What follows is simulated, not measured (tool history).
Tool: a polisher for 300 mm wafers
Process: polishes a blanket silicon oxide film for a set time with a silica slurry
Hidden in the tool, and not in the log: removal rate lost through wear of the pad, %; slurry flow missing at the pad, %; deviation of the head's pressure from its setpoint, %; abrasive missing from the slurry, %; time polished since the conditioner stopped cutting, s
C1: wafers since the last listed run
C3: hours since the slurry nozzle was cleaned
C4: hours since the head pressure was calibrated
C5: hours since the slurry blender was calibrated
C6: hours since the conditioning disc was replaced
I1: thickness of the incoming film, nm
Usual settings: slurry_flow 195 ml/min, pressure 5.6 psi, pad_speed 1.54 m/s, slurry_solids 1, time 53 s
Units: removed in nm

Run 1, hour 0: usual settings; C1 0; wafers polished on this pad 75; C3 316; C4 1116.1; C5 60.1; C6 281.9; I1 1799.2. Result: removed 324.8 nm.
Run 2, hour 15.1: usual settings; C1 94; wafers polished on this pad 169; C3 331.1; C4 1131.2; C5 75.2; C6 297; I1 1809.5. Result: removed 327.1 nm.
At hour 39.5: conditioning disc replaced and pad reconditioned.
At hour 56.6: slurry blender recalibrated.
Run 3, hour 100: usual settings; C1 505; wafers polished on this pad 675; C3 416; C4 1216.1; C5 43.4; C6 60.5; I1 1779.8. Result: removed 347.2 nm.
Run 4, hour 131.3: usual settings; C1 195; wafers polished on this pad 871; C3 447.3; C4 1247.4; C5 74.7; C6 91.8; I1 1780.6. Result: removed 340 nm.
Run 5, hour 152: usual settings; C1 129; wafers polished on this pad 1000; C3 468; C4 1268.1; C5 95.4; C6 112.5; I1 1808.9. Result: removed 348.2 nm.
At hour 191.4: slurry blender recalibrated.
Run 6, hour 204.9: usual settings; C1 318; wafers polished on this pad 1319; C3 520.9; C4 1321; C5 13.5; C6 165.4; I1 1815.9. Result: removed 340.8 nm.
Run 7, hour 218.5: usual settings; C1 85; wafers polished on this pad 1404; C3 534.5; C4 1334.6; C5 27.1; C6 179; I1 1796.6. Result: removed 343.3 nm.
At hour 227.8: slurry nozzle cleaned.
At hour 228.8: worn pad replaced by a new one.
Run 8, hour 231.7: usual settings; C1 69; wafers polished on this pad 17; C3 3.9; C4 1347.8; C5 40.3; C6 192.2; I1 1786.6. Result: removed 338.2 nm.
Run 9, hour 264.5: usual settings; C1 205; wafers polished on this pad 222; C3 36.7; C4 1380.6; C5 73.1; C6 225; I1 1757.2. Result: removed 331.7 nm.
Run 10, hour 293.7: usual settings; C1 182; wafers polished on this pad 405; C3 65.9; C4 1409.8; C5 102.3; C6 254.2; I1 1792.5. Result: removed 330.8 nm.
At hour 328: slurry blender recalibrated.
Run 11, hour 329.6: usual settings but slurry_flow 220 ml/min; C1 211; wafers polished on this pad 617; C3 101.8; C4 1445.7; C5 1.6; C6 290.1; I1 1782.7. Result: removed 329.9 nm.
Run 12, hour 344.2: usual settings but pad_speed 1.1 m/s, time 43 s; C1 91; wafers polished on this pad 708; C3 116.4; C4 1460.3; C5 16.2; C6 304.7; I1 1804.4. Result: removed 222.1 nm.
At hour 375.9: conditioning disc replaced and pad reconditioned.
At hour 387.7: head pressure recalibrated.
Run 13, hour 423.7: usual settings but slurry_flow 250 ml/min, pressure 3.8 psi, pad_speed 1.22 m/s, time 65 s; C1 472; wafers polished on this pad 1180; C3 195.9; C4 36; C5 95.7; C6 47.8; I1 1793.4. Result: removed 256.5 nm.
Run 14, hour 436.5: usual settings but pressure 7.5 psi; C1 80; wafers polished on this pad 1260; C3 208.7; C4 48.8; C5 108.5; C6 60.6; I1 1800.9. Result: removed 454.9 nm.
At hour 443: slurry blender recalibrated.
At hour 454.9: worn pad replaced by a new one.
Run 15, hour 456.7: usual settings but pressure 7.6 psi; C1 88; wafers polished on this pad 11; C3 228.9; C4 69; C5 13.7; C6 80.8; I1 1809.3. Result: removed 455.8 nm.
Run 16, hour 474.6: usual settings; C1 111; wafers polished on this pad 123; C3 246.8; C4 86.9; C5 31.6; C6 98.7; I1 1772.9. Result: removed 334.6 nm.
Run 17, hour 498.4: usual settings but time 37 s; C1 148; wafers polished on this pad 271; C3 270.6; C4 110.7; C5 55.4; C6 122.5; I1 1779. Result: removed 238.7 nm.
Run 18, hour 522.2: usual settings but slurry_flow 220 ml/min, time 44 s; C1 148; wafers polished on this pad 420; C3 294.4; C4 134.5; C5 79.2; C6 146.3; I1 1796.4. Result: removed 280.5 nm.
At hour 553.6: slurry blender recalibrated.
Run 19, hour 554.1: usual settings but slurry_flow 230 ml/min, slurry_solids 1.15; C1 186; wafers polished on this pad 607; C3 326.3; C4 166.4; C5 0.5; C6 178.2; I1 1775.3. Result: removed 357.3 nm.
Run 20, hour 568.5: usual settings; C1 90; wafers polished on this pad 697; C3 340.7; C4 180.8; C5 14.9; C6 192.6; I1 1772.4. Result: removed 328.8 nm.
Run 21, hour 586.5: usual settings but slurry_flow 260 ml/min, pressure 7.2 psi, pad_speed 1.86 m/s, slurry_solids 1.25; C1 112; wafers polished on this pad 810; C3 358.7; C4 198.8; C5 32.9; C6 210.6; I1 1781.2. Result: removed 533.4 nm.
Run 22, hour 619.8: usual settings but pressure 4.9 psi, pad_speed 1.84 m/s, time 44 s; C1 208; wafers polished on this pad 1018; C3 392; C4 232.1; C5 66.2; C6 243.9; I1 1779.9. Result: removed 267.4 nm.

Hidden state or all else? Some run-to-run changes of removed, split into what the settings, what came in and random variation would give without the hidden state, and what is left for the hidden state (with any gauge scatter that isn't in both results):
Run 20 -> 21: slurry_flow 195 -> 260, pressure 5.6 -> 7.2, pad_speed 1.54 -> 1.86, slurry_solids 1 -> 1.25. removed +204.6 nm: hidden state -26.4, all else +231.
Run 21 -> 22: slurry_flow 260 -> 195, pressure 7.2 -> 4.9, pad_speed 1.86 -> 1.84, slurry_solids 1.25 -> 1, time 53 -> 44. removed -266 nm: hidden state +26.9, all else -292.9.

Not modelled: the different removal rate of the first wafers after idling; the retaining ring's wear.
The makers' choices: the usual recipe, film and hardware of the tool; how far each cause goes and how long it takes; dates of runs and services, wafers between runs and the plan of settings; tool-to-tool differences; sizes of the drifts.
